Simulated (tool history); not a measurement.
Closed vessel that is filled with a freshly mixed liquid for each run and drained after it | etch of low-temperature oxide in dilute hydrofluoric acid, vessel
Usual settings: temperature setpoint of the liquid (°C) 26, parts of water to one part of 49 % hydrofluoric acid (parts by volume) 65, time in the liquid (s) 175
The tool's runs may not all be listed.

run,day,temperature setpoint of the liquid (°C),parts of water to one part of 49 % hydrofluoric acid (parts by volume),time in the liquid (s),wafers since the last listed run,hours since the thermometer was replaced,hours since the hydrofluoric acid flow meter was replaced,hours since the gauge calibration,"read-back film thickness of the low-temperature oxide reference wafer, read on the same gauge (nm)",thickness taken off the low-temperature oxide on a monitor wafer (nm)
1,0,28.5,65,175,0,878.9,603.7,1779,86.99,50.78
2,1.533,26,65,175,4504,915.7,640.5,1815.8,87.03,45.66
3,5.492,26,65,175,11627,1010.7,735.5,1910.8,87.15,46.25
4,8.533,26,65,175,8934,1083.7,808.5,1983.8,87.23,45.77
5,13.012,26,65,175,13157,1191.2,916,2091.3,87.3,46.5
6,17.404,26,90,175,12900,1296.6,1021.4,2196.7,87.42,32.26
7,21.771,26,90,175,12826,1401.4,1126.2,2301.5,87.48,32.65
8,25.775,26,90,175,11761,1497.5,1222.3,2397.6,87.6,32.6
9,30.05,26,65,250,12557,1600.1,1324.9,2500.2,87.68,66.75
10,33.471,26,65,250,10048,1682.2,1407,2582.3,87.68,67.86
11,37.171,26,65,250,10868,1771,1495.8,2671.1,87.7,65.77
12,41.525,26,65,175,12789,1875.5,1600.3,2775.6,87.78,46.51
13,44.225,26,65,175,7930,1940.3,1665.1,2840.4,87.82,46.91
# day 47.262: thermometer replaced
14,48.208,26,65,175,11578,22.7,1760.7,2936,87.86,46.99
# day 50.646: hydrofluoric acid flow meter replaced
15,51.2,26,65,205,8665,94.5,13.3,3007.8,87.9,55.19
# day 51.733: gauge calibrated
16,55.696,28,80,90,13206,202.4,121.2,95.1,80.74,18.78
17,59.138,26,65,275,10109,285,203.8,177.7,81.34,68.91

The next listed run, before its measurement:
18,61.792,29,65,130,7796,348.7,267.5,241.4,?,?

{"run 18": {"read-back film thickness of the low-temperature oxide reference wafer, read on the same gauge (nm)": 81.8, "thickness taken off the low-temperature oxide on a monitor wafer (nm)": 36.32}}
Without the tool's hidden state the same run would have given thickness taken off the low-temperature oxide on a monitor wafer (nm) 35.54.
